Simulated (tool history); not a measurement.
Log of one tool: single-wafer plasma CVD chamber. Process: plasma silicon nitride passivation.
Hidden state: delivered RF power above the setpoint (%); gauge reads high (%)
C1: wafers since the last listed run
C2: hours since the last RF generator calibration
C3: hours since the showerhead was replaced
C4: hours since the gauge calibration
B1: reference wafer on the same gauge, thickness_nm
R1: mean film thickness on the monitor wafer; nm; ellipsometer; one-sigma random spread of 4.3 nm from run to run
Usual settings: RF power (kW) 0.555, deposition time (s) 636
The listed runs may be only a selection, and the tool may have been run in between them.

Run 1, day 0.000: usual settings but RF power (kW) 0.505, deposition time (s) 610; C1 0; C2 1958.5; C3 4994.3; C4 225.0; B1 1056.657. Result: R1 946.526 nm.
Run 2, day 0.721: usual settings but deposition time (s) 726; C1 66; C2 1975.8; C3 5011.6; C4 242.3; B1 1055.630. Result: R1 1139.591 nm.
Run 3, day 1.838: usual settings; C1 102; C2 2002.6; C3 5038.4; C4 269.1; B1 1054.112. Result: R1 994.906 nm.
Run 4, day 3.188: usual settings; C1 124; C2 2035.0; C3 5070.8; C4 301.5; B1 1051.522. Result: R1 995.912 nm.
Run 5, day 4.167: usual settings; C1 89; C2 2058.5; C3 5094.3; C4 325.0; B1 1051.624. Result: R1 1003.938 nm.
Run 6, day 5.446: usual settings; C1 117; C2 2089.2; C3 5125.0; C4 355.7; B1 1049.316. Result: R1 992.235 nm.
Run 7, day 5.950: usual settings but deposition time (s) 538; C1 46; C2 2101.3; C3 5137.1; C4 367.8; B1 1048.574. Result: R1 841.402 nm.
Run 8, day 6.867: usual settings but deposition time (s) 538; C1 84; C2 2123.3; C3 5159.1; C4 389.8; B1 1048.244. Result: R1 839.261 nm.
Run 9, day 10.246: usual settings but deposition time (s) 708; C1 310; C2 2204.4; C3 5240.2; C4 470.9; B1 1044.101. Result: R1 1096.298 nm.
At day 10.662: RF generator calibrated.
At day 10.767: gauge calibrated.
At day 11.733: showerhead replaced.
Run 10, day 11.754: usual settings but deposition time (s) 710; C1 77; C2 26.2; C3 0.5; C4 23.7; B1 1057.415. Result: R1 1125.627 nm.
Run 11, day 12.812: usual settings but RF power (kW) 0.500, deposition time (s) 601; C1 97; C2 51.6; C3 25.9; C4 49.1; B1 1058.931. Result: R1 929.015 nm.

What does the tool deliver on the next run?
Run 12, day 13.812: usual settings; C1 91; C2 75.6; C3 49.9; C4 73.1; B1 ?. Result: R1 ?.

{"run 12": {"B1": 1057.53, "R1": 1002.132}}
The same run, on a tool lacking any hidden state, would have yielded R1 1005.168 nm.
